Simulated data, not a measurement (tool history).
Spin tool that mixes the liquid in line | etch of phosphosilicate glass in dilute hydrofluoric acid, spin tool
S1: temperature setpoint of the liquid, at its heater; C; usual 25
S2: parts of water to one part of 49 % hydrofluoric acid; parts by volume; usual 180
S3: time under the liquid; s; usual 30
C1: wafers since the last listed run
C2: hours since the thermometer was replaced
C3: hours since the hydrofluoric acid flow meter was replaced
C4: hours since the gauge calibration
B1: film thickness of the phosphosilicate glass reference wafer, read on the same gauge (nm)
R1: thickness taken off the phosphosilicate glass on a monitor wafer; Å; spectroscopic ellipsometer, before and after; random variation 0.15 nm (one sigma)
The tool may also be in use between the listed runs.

run 1 hour=0 | S1=25 S2=180 S3=20 | C1=0 C2=2143.9 C3=1109.7 C4=614.5 | B1=80.01 | R1=170.7
run 2 hour=33.4 | S1=25 S2=200 S3=30 | C1=349 C2=2177.3 C3=1143.1 C4=647.9 | B1=79.99 | R1=224.9
run 3 hour=141.3 | S1=25 S2=200 S3=30 | C1=1129 C2=2285.2 C3=1251 C4=755.8 | B1=80 | R1=221.9
-- hour=158.6 hydrofluoric acid flow meter replaced
-- hour=166.1 thermometer replaced
run 4 hour=173 | S1=25 S2=200 S3=30 | C1=310 C2=6.9 C3=14.4 C4=787.5 | B1=80.03 | R1=203.1
run 5 hour=188.8 | S1=25 S2=180 S3=30 | C1=165 C2=22.7 C3=30.2 C4=803.3 | B1=79.99 | R1=232.3
run 6 hour=201.6 | S1=25 S2=230 S3=30 | C1=134 C2=35.5 C3=43 C4=816.1 | B1=80 | R1=171.1
run 7 hour=229.1 | S1=25 S2=130 S3=30 | C1=287 C2=63 C3=70.5 C4=843.6 | B1=79.99 | R1=343.3
run 8 hour=242.8 | S1=25 S2=130 S3=30 | C1=143 C2=76.7 C3=84.2 C4=857.3 | B1=80 | R1=338.8
run 9 hour=255.9 | S1=25 S2=180 S3=45 | C1=137 C2=89.8 C3=97.3 C4=870.4 | B1=80.01 | R1=348.7
run 10 hour=285 | S1=25 S2=180 S3=45 | C1=304 C2=118.9 C3=126.4 C4=899.5 | B1=80 | R1=345.8
run 11 hour=300.8 | S1=25 S2=180 S3=30 | C1=165 C2=134.7 C3=142.2 C4=915.3 | B1=80.01 | R1=230.4
run 12 hour=322.9 | S1=25 S2=265 S3=15 | C1=231 C2=156.8 C3=164.3 C4=937.4 | B1=80.02 | R1=70.2
run 13 hour=349 | S1=25 S2=180 S3=30 | C1=273 C2=182.9 C3=190.4 C4=963.5 | B1=79.97 | R1=230.3
run 14 hour=363.4 | S1=25 S2=180 S3=30 | C1=150 C2=197.3 C3=204.8 C4=977.9 | B1=80 | R1=229.7
run 15 hour=376.6 | S1=25 S2=180 S3=30 | C1=138 C2=210.5 C3=218 C4=991.1 | B1=79.99 | R1=226
run 16 hour=410.5 | S1=25 S2=120 S3=30 | C1=354 C2=244.4 C3=251.9 C4=1025 | B1=79.98 | R1=370.6
run 17 hour=426.3 | S1=25 S2=180 S3=15 | C1=165 C2=260.2 C3=267.7 C4=1040.8 | B1=80.02 | R1=113.1
-- hour=435.2 gauge calibrated
-- hour=446.9 hydrofluoric acid flow meter replaced, repeated, since the last time left the tool worse
run 18 hour=448.7 | S1=27 S2=180 S3=30 | C1=224 C2=282.6 C3=1.8 C4=13.5 | B1=80.01 | R1=297.2
run 19 hour=480.6 | S1=25 S2=180 S3=30 | C1=334 C2=314.5 C3=33.7 C4=45.4 | B1=80.04 | R1=277.8
run 20 hour=498.1 | S1=22.5 S2=180 S3=30 | C1=183 C2=332 C3=51.2 C4=62.9 | B1=79.98 | R1=250
run 21 hour=518.2 | S1=25 S2=125 S3=30 | C1=210 C2=352.1 C3=71.3 C4=83 | B1=80.02 | R1=426.6
run 22 hour=535 | S1=28 S2=115 S3=40 | C1=175 C2=368.9 C3=88.1 C4=99.8 | B1=80 | R1=698
run 23 hour=569.1 | S1=25 S2=265 S3=15 | C1=357 C2=403 C3=122.2 C4=133.9 | B1=79.99 | R1=85.6
run 24 hour=597.8 | S1=22 S2=215 S3=30 | C1=300 C2=431.7 C3=150.9 C4=162.6 | B1=79.99 | R1=196.7
run 25 hour=616.4 | S1=25 S2=200 S3=30 | C1=194 C2=450.3 C3=169.5 C4=181.2 | B1=79.97 | R1=241.4
run 26 hour=642.8 | S1=25 S2=95 S3=30 | C1=276 C2=476.7 C3=195.9 C4=207.6 | B1=79.99 | R1=579.9
run 27 hour=696.7 | S1=20.5 S2=230 S3=45 | C1=564 C2=530.6 C3=249.8 C4=261.5 | B1=79.99 | R1=254.9
run 28 hour=726.2 | S1=25 S2=110 S3=30 | C1=308 C2=560.1 C3=279.3 C4=291 | B1=79.99 | R1=481
run 29 hour=761.8 | S1=25 S2=130 S3=45 | C1=372 C2=595.7 C3=314.9 C4=326.6 | B1=80.01 | R1=598
run 30 hour=781 | S1=25 S2=180 S3=30 | C1=201 C2=614.9 C3=334.1 C4=345.8 | B1=80 | R1=268.7
run 31 hour=836.3 | S1=25 S2=180 S3=30 | C1=579 C2=670.2 C3=389.4 C4=401.1 | B1=79.97 | R1=271.8
run 32 hour=866.5 | S1=27.5 S2=180 S3=30 | C1=316 C2=700.4 C3=419.6 C4=431.3 | B1=80.02 | R1=294.2
run 33 hour=898.1 | S1=25 S2=120 S3=50 | C1=330 C2=732 C3=451.2 C4=462.9 | B1=79.97 | R1=720.8

3 ways to go on from here, each from the tool as it stands after run 33. What would each give?
run A hour=898.5 | S1=25 S2=135 S3=30 | C1=4 C2=732.4 C3=451.6 C4=463.3 | B1=? | R1=?
run B hour=898.5 | S1=29.5 S2=145 S3=30 | C1=4 C2=732.4 C3=451.6 C4=463.3 | B1=? | R1=?
run C hour=898.5 | S1=29 S2=145 S3=45 | C1=4 C2=732.4 C3=451.6 C4=463.3 | B1=? | R1=?

run=A B1=79.98 R1=378.4
run=B B1=79.98 R1=411.2
run=C B1=79.98 R1=605.7
Without the tool's hidden state the same runs would have given:
run=A R1=391.6
run=B R1=425.8
run=C R1=627.2
